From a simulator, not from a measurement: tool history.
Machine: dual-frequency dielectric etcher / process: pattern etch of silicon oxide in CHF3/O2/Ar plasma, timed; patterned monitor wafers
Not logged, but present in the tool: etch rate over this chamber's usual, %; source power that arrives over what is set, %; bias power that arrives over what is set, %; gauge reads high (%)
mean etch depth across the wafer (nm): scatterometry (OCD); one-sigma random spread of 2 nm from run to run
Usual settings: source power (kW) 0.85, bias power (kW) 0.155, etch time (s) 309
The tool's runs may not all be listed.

run	hour	source power (kW)	bias power (kW)	etch time (s)	wafers since the last listed run	hours since the last wet clean	hours since the last source power generator calibration	hours since the last bias power generator calibration	hours since the last upper electrode change	hours since the gauge calibration	read-back reference wafer on the same gauge, depth_nm	mean etch depth across the wafer (nm)
1	0	0.85	0.155	247.5	0	242.7	1339.9	3087	4638.5	393.1	611.7	524
2	23.9	0.85	0.155	309	105	266.6	1363.8	3110.9	4662.4	417	612	655.8
3	42.5	0.85	0.155	309	81	285.2	1382.4	3129.5	4681	435.6	611.6	657.7
4	74.4	0.85	0.155	309	140	317.1	1414.3	3161.4	4712.9	467.5	611.6	655.3
5	95.1	0.85	0.135	309	91	337.8	1435	3182.1	4733.6	488.2	611.7	613.6
6	113.7	0.85	0.144	309	81	356.4	1453.6	3200.7	4752.2	506.8	612.2	633.2
7	128.7	0.85	0.144	309	66	371.4	1468.6	3215.7	4767.2	521.8	611.6	629.2
8	147.8	0.85	0.144	309	84	390.5	1487.7	3234.8	4786.3	540.9	611.5	635
# hour 178.3: wet clean of the chamber
9	178.8	0.85	0.155	309	30	0.5	1518.7	3265.8	4817.3	571.9	612	656.2
10	182.2	0.85	0.155	309	14	3.9	1522.1	3269.2	4820.7	575.3	612.5	652.7
11	217.7	0.85	0.155	309	156	39.4	1557.6	3304.7	4856.2	610.8	612.7	657.4
12	245.2	0.85	0.155	309	121	66.9	1585.1	3332.2	4883.7	638.3	612.2	656.7
13	269.7	0.85	0.155	309	107	91.4	1609.6	3356.7	4908.2	662.8	611.9	653.7
# hour 290.2: bias power generator calibrated
# hour 297.3: source power generator calibrated
14	304.3	0.7	0.155	309	117	126	7	14.1	4942.8	697.4	611.9	591.1
# hour 315.3: gauge calibrated
15	323.4	0.85	0.155	309	84	145.1	26.1	33.2	4961.9	8.1	612.3	655.1
16	358.1	0.69	0.129	227.5	152	179.8	60.8	67.9	4996.6	42.8	612.7	393.5
# hour 397.3: upper electrode replaced
17	397.8	0.99	0.134	372	69	219.5	100.5	107.6	0.5	82.5	612.6	793
18	404.7	0.77	0.136	401	30	226.4	107.4	114.5	7.4	89.4	611.4	756.4
19	440.4	0.85	0.166	360	157	262.1	143.1	150.2	43.1	125.1	611.3	787.7
20	459.9	0.85	0.155	309	85	281.6	162.6	169.7	62.6	144.6	612.5	651.2
21	477.5	0.85	0.155	378.5	77	299.2	180.2	187.3	80.2	162.2	612.4	801.3
22	506.3	1.02	0.19	309	126	328	209	216.1	109	191	612.8	788.8
# hour 535.4: wet clean of the chamber
23	535.9	1.01	0.172	399	24	0.5	238.6	245.7	138.6	220.6	611.8	969
24	562.6	0.85	0.131	248.5	117	27.2	265.3	272.4	165.3	247.3	612.2	486.6
25	595.6	0.85	0.155	343	145	60.2	298.3	305.4	198.3	280.3	612.6	728.3
26	630.7	0.73	0.155	309	154	95.3	333.4	340.5	233.4	315.4	612.8	603.3
27	657.9	0.68	0.155	309	119	122.5	360.6	367.7	260.6	342.6	611.6	581.5
28	683.8	0.85	0.155	309	114	148.4	386.5	393.6	286.5	368.5	612.1	657.1
29	719.1	1.03	0.184	228	155	183.7	421.8	428.9	321.8	403.8	611.6	577

State the hidden condition of the tool at each of the runs:
etch rate over this chamber's usual, %: 0, the same for each run
source power that arrives over what is set, %: 0, the same for each run
bias power that arrives over what is set, %: 0, the same for each run
gauge reads high (%): 0, the same for each run
